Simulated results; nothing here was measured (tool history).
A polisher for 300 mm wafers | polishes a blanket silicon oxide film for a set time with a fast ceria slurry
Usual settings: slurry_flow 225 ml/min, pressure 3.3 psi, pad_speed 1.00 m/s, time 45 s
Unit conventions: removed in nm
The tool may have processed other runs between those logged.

run   hour  slurry_flow  pressure  pad_speed  time  incoming thickness of the incoming film, nm  removed
  1    0.0          225       3.3       1.00    45                                       2376.2    917.5
  2   11.8          225       3.3       0.82    45                                       2392.8    793.8
      45.7  -- worn pad replaced by a new one
  3   47.6          225       3.3       0.82    45                                       2388.0    784.6
  4   64.9          225       3.3       0.82    45                                       2367.0    783.2
  5   82.4          225       3.3       1.00    45                                       2406.8    892.7
  6   96.4          225       3.3       1.00    45                                       2360.5    887.7
     105.6  -- worn pad replaced by a new one, of another model than before
     106.7  -- slurry nozzle cleaned
  7  110.8          225       3.3       1.00    45                                       2410.1    971.2
  8  124.3          225       3.3       1.00    45                                       2363.2    981.7
  9  136.5          225       3.3       0.72    45                                       2400.2    814.9
 10  143.2          225       3.3       1.00    45                                       2380.6    970.5
 11  156.8          300       3.3       1.00    45                                       2377.0   1004.1
     161.6  -- head pressure recalibrated
     171.6  -- worn pad replaced by a new one
 12  173.9          225       4.1       1.34    51                                       2347.9   1593.2
 13  187.3          225       3.3       1.00    45                                       2397.0    956.4
 14  195.4          155       4.1       1.00    45                                       2358.4   1134.0
 15  208.8          155       2.9       1.00    45                                       2385.6    815.4
 16  217.3          250       3.3       0.80    39                                       2343.3    736.7

5 options for the next run, each taken on its own from the tool as it stands now. Forecast them:
  A  217.7          225       2.1       1.00    45                                       2424.6        ?
  B  217.7          225       2.6       1.00    52                                       2424.6        ?
  C  217.7          200       4.1       1.00    45                                       2424.6        ?
  D  217.7          295       3.3       1.00    40                                       2424.6        ?
  E  217.7          225       4.5       1.24    45                                       2424.6        ?

run  removed
  A    672.5
  B    919.5
  C   1152.2
  D    881.8
  E   1441.9
Take away the tool's hidden state, keep each run's random variation, and the runs would have read:
run  removed
  A    682.2
  B    932.9
  C   1170.4
  D    892.4
  E   1462.9

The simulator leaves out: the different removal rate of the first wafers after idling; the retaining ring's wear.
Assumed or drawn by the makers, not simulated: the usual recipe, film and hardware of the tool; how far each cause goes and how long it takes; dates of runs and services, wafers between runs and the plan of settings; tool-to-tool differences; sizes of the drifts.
